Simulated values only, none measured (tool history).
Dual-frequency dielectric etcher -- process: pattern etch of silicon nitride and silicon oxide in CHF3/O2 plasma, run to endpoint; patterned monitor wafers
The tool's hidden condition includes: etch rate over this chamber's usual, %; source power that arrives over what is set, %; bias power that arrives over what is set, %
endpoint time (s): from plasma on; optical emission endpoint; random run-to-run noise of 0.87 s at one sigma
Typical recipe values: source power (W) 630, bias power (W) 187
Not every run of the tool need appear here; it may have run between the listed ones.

run,hour,source power (W),bias power (W),wafers since the last listed run,hours since the last wet clean,hours since the last source power generator calibration,hours since the last bias power generator calibration,hours since the last upper electrode change,"incoming incoming film thickness, nm",endpoint time (s)
1,0,710,187,0,496,1509.4,1344,3702.5,226.9,161
2,88.7,630,187,547,584.7,1598.1,1432.7,3791.2,226.2,171.2
# hour 162.5: wet clean of the chamber
3,181.1,630,187,422,18.6,1690.5,1525.1,3883.6,227.3,162.9
4,243.8,630,187,386,81.3,1753.2,1587.8,3946.3,229.1,163.9
5,283.2,590,162,243,120.7,1792.6,1627.2,3985.7,226.9,180.2
6,348.9,590,162,405,186.4,1858.3,1692.9,4051.4,225.9,180.9
7,404.6,630,167,343,242.1,1914,1748.6,4107.1,227.2,176.3
8,507.6,630,167,635,345.1,2017,1851.6,4210.1,227.4,175.7
9,566.3,630,167,362,403.8,2075.7,1910.3,4268.8,227.2,179.4
10,626.2,630,187,369,463.7,2135.6,1970.2,4328.7,229,172.3
11,663.2,630,176,228,500.7,2172.6,2007.2,4365.7,226.5,175.1
# hour 715.3: wet clean of the chamber
12,715.8,630,187,176,0.5,2225.2,2059.8,4418.3,223.9,161.2
13,843.9,630,187,790,128.6,2353.3,2187.9,4546.4,225.8,165
14,899.8,630,187,344,184.5,2409.2,2243.8,4602.3,228.9,168.8
15,992.5,630,187,571,277.2,2501.9,2336.5,4695,226.3,168.4
# hour 1099.4: upper electrode replaced
16,1099.9,540,166,514,384.6,2609.3,2443.9,0.5,228.2,192.5
17,1163.5,700,150,392,448.2,2672.9,2507.5,64.1,227,183.7
# hour 1167.9: source power generator calibrated
18,1243.2,630,187,467,527.9,75.3,2587.2,143.8,228.2,173.8
# hour 1250: bias power generator calibrated
19,1303.6,630,187,347,588.3,135.7,53.6,204.2,226.7,168
# hour 1360.6: wet clean of the chamber
20,1361.1,760,158,206,0.5,193.2,111.1,261.7,227.4,166.2
21,1454.6,670,208,576,94,286.7,204.6,355.2,228.6,151.2
22,1520.4,630,187,405,159.8,352.5,270.4,421,226.5,161.6
23,1587.5,670,157,413,226.9,419.6,337.5,488.1,224.7,173.8
24,1684.5,510,202,598,323.9,516.6,434.5,585.1,228.3,170
25,1747.5,750,149,388,386.9,579.6,497.5,648.1,227.2,175
26,1822.8,630,209,464,462.2,654.9,572.8,723.4,225.7,157.7
27,1859.6,480,227,227,499,691.7,609.6,760.2,226,163.1
# hour 1945.6: wet clean of the chamber
28,1946.1,500,157,385,0.5,778.2,696.1,846.7,227.7,190.9
29,2176.8,740,227,1423,231.2,1008.9,926.8,1077.4,228.1,142.5
30,2247.3,630,187,434,301.7,1079.4,997.3,1147.9,226.7,164.3
31,2335.3,770,233,542,389.7,1167.4,1085.3,1235.9,228.6,138.2
32,2423.2,630,187,542,477.6,1255.3,1173.2,1323.8,228.1,167.6
33,2496.5,520,227,452,550.9,1328.6,1246.5,1397.1,228.2,163.8
34,2536.8,480,151,248,591.2,1368.9,1286.8,1437.4,229.4,210.7
# hour 2606.7: wet clean of the chamber
35,2607.2,630,187,286,0.5,1439.3,1357.2,1507.8,226.3,161.6

State the hidden condition of the tool at each of the runs:
source power that arrives over what is set, %: 0, the same for each run
H1: etch rate over this chamber's usual, %
H2: bias power that arrives over what is set, %
run,H1,H2
1,-4.06,-1.3
2,-4.73,-1.53
3,-0.142,-1.79
4,-0.619,-1.98
5,-0.918,-2.1
6,-1.42,-2.3
7,-1.84,-2.48
8,-2.63,-2.84
9,-3.07,-3.05
10,-3.53,-3.27
11,-3.81,-3.41
12,0.0782,-3.61
13,-0.897,-4.13
14,-1.32,-4.36
15,-2.03,-4.76
16,-2.84,-5.25
17,-3.33,-5.55
18,-3.93,-5.94
19,-4.39,0.296
20,-0.186,0.287
21,-0.897,0.259
22,-1.4,0.23
23,-1.91,0.191
24,-2.65,0.12
25,-3.13,0.0642
26,-3.7,-0.0123
27,-3.98,-0.0536
28,-0.0666,-0.161
29,-1.82,-0.516
30,-2.36,-0.645
31,-3.03,-0.819
32,-3.7,-1.01
33,-4.25,-1.18
34,-4.56,-1.27
35,-0.0196,-1.45
